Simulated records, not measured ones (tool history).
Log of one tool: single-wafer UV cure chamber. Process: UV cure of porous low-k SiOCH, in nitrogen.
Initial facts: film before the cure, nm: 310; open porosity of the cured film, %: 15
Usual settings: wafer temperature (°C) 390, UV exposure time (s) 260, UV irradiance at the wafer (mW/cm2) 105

| run | hour | wafer temperature (°C) | UV exposure time (s) | UV irradiance at the wafer (mW/cm2) | loss of film thickness in the cure (%) |
|---|---|---|---|---|---|
| 1 | 0 | 390 | 260 | 122 | 11.812 |
| 2 | 35.7 | 390 | 260 | 137 | 12.437 |
| 3 | 82.3 | 390 | 260 | 137 | 12.54 |
| 4 | 148.7 | 390 | 260 | 137 | 12.3 |
| 5 | 177.4 | 390 | 260 | 105 | 11.293 |
| 6 | 209.2 | 390 | 260 | 105 | 11.427 |
| 7 | 251.8 | 390 | 260 | 105 | 11.163 |
| 8 | 313.8 | 390 | 260 | 105 | 11.348 |
| 9 | 357.7 | 390 | 260 | 105 | 11.052 |
| 10 | 409.5 | 390 | 150 | 105 | 8.652 |
| 11 | 457.3 | 390 | 150 | 105 | 8.17 |
| 12 | 504.4 | 390 | 150 | 105 | 8.356 |
| 13 | 537.3 | 399 | 260 | 105 | 11.346 |
| 14 | 608.1 | 390 | 260 | 105 | 11.424 |
| 15 | 642.6 | 390 | 260 | 96 | 10.803 |
| 16 | 714.2 | 390 | 260 | 96 | 10.704 |
| 17 | 773.6 | 390 | 315 | 105 | 12.099 |
| 18 | 806.1 | 390 | 315 | 105 | 11.813 |
| 19 | 837.1 | 390 | 260 | 105 | 11.082 |
| 20 | 868.1 | 390 | 195 | 105 | 9.769 |
| 21 | 925.8 | 403 | 260 | 105 | 11.271 |
| 22 | 992.8 | 370 | 260 | 92 | 10.156 |
| 23 | 1052.7 | 390 | 145 | 105 | 8.46 |
| 24 | 1109.8 | 390 | 260 | 105 | 10.773 |
| 25 | 1166.3 | 372 | 260 | 126 | 11.233 |
| 26 | 1215.5 | 398 | 150 | 78 | 7.908 |
| 27 | 1274.1 | 399 | 105 | 65 | 6.011 |
| 28 | 1319.2 | 390 | 360 | 105 | 12.63 |
| 29 | 1390.4 | 390 | 195 | 105 | 10.04 |
| 30 | 1433.1 | 390 | 170 | 124 | 10.268 |
| 31 | 1475.5 | 401 | 405 | 76 | 12.274 |
| 32 | 1528.6 | 376 | 170 | 76 | 8.026 |
| 33 | 1597 | 378 | 210 | 105 | 10.047 |
| 34 | 1626.9 | 407 | 385 | 129 | 13.866 |
| 35 | 1658.9 | 390 | 260 | 105 | 11.141 |
| 36 | 1697.5 | 390 | 260 | 105 | 11.344 |
| 37 | 1724.7 | 390 | 260 | 105 | 11.029 |
| 38 | 1769.6 | 390 | 260 | 88 | 9.855 |
| 39 | 1805.7 | 390 | 260 | 105 | 11.056 |
| 40 | 1864.9 | 404 | 325 | 136 | 13.158 |
| 41 | 1920.3 | 409 | 260 | 126 | 11.729 |
| 42 | 1962.2 | 390 | 160 | 134 | 9.593 |

Missing from the log above: 3 entries noted between runs. For each, name the pair of listed runs it sits between and say how the tool's hidden condition differs from the listed run just before to the listed run just after:
From run 12 to run 13: quartz window cleaned (hour 528.2)
  transmission lost against a clean window, %: 16 -> 4.03
  what was measured, less what the result would be without the hidden state, loss of film thickness in the cure (%): -0.712 -> -0.182
From run 21 to run 22: UV bulbs replaced (hour 987.5)
  transmission lost against a clean window, %: 9.33 -> 11.3
  what was measured, less what the result would be without the hidden state, loss of film thickness in the cure (%): -0.437 -> -0.522
From run 25 to run 26: quartz window cleaned (hour 1206)
  transmission lost against a clean window, %: 17.7 -> 0.874
  what was measured, less what the result would be without the hidden state, loss of film thickness in the cure (%): -0.88 -> -0.035
